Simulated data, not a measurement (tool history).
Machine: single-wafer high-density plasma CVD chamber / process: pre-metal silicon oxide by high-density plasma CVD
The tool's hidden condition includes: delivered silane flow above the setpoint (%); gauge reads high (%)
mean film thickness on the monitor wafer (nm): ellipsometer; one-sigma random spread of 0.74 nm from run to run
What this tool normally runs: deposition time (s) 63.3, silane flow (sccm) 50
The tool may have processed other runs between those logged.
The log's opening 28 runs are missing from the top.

| run | hour | deposition time (s) | silane flow (sccm) | wafers since the last listed run | hours since the silane flow controller was replaced | hours since the gauge calibration | read-back reference wafer on the same gauge, thickness_nm | mean film thickness on the monitor wafer (nm) |
|---|---|---|---|---|---|---|---|---|
| 29 | 384.7 | 63.3 | 50 | 82 | 2278.1 | 102 | 302.044 | 329.478 |
| 30 | 434.1 | 63.3 | 50 | 504 | 2327.5 | 151.4 | 301.908 | 330.152 |
| 31 | 450 | 63.3 | 50 | 162 | 2343.4 | 167.3 | 301.82 | 330.115 |
|  | 466.2 | silane flow controller replaced |
| 32 | 466.7 | 63.3 | 48 | 88 | 0.5 | 184 | 302.066 | 303.261 |
| 33 | 467.6 | 71.7 | 53 | 9 | 1.4 | 184.9 | 302.032 | 371.814 |
| 34 | 477.3 | 63.3 | 50 | 99 | 11.1 | 194.6 | 302.005 | 313.694 |
| 35 | 487.2 | 53.5 | 58 | 101 | 21 | 204.5 | 301.779 | 296.909 |
| 36 | 503.3 | 55.5 | 41 | 164 | 37.1 | 220.6 | 302.066 | 237.494 |
| 37 | 519.7 | 56.2 | 55 | 167 | 53.5 | 237 | 301.921 | 301.445 |
| 38 | 535 | 63.3 | 50 | 156 | 68.8 | 252.3 | 301.685 | 314.605 |
| 39 | 547.8 | 54.2 | 40 | 130 | 81.6 | 265.1 | 302.108 | 228.249 |
| 40 | 561.8 | 55.4 | 45 | 142 | 95.6 | 279.1 | 302.146 | 253.755 |
| 41 | 569 | 50.8 | 45 | 73 | 102.8 | 286.3 | 301.903 | 233.2 |
| 42 | 584.5 | 69.9 | 55 | 158 | 118.3 | 301.8 | 302.096 | 375.14 |

5 ways to go on from here, each from the tool as it stands after run 42. What would each give?
| A | 584.9 | 63.3 | 50 | 4 | 118.7 | 302.2 | ? | ? |
| B | 584.9 | 63.3 | 47 | 4 | 118.7 | 302.2 | ? | ? |
| C | 584.9 | 71.7 | 43 | 4 | 118.7 | 302.2 | ? | ? |
| D | 584.9 | 55.9 | 50 | 4 | 118.7 | 302.2 | ? | ? |
| E | 584.9 | 59.9 | 43 | 4 | 118.7 | 302.2 | ? | ? |

| run | read-back reference wafer on the same gauge, thickness_nm | mean film thickness on the monitor wafer (nm) |
|---|---|---|
| A | 301.539 | 315.152 |
| B | 301.539 | 300.499 |
| C | 301.539 | 318.246 |
| D | 301.539 | 278.309 |
| E | 301.539 | 265.871 |
With no hidden state in the tool, these same runs would have given:
| run | mean film thickness on the monitor wafer (nm) |
|---|---|
| A | 314.299 |
| B | 299.686 |
| C | 317.385 |
| D | 277.556 |
| E | 265.152 |
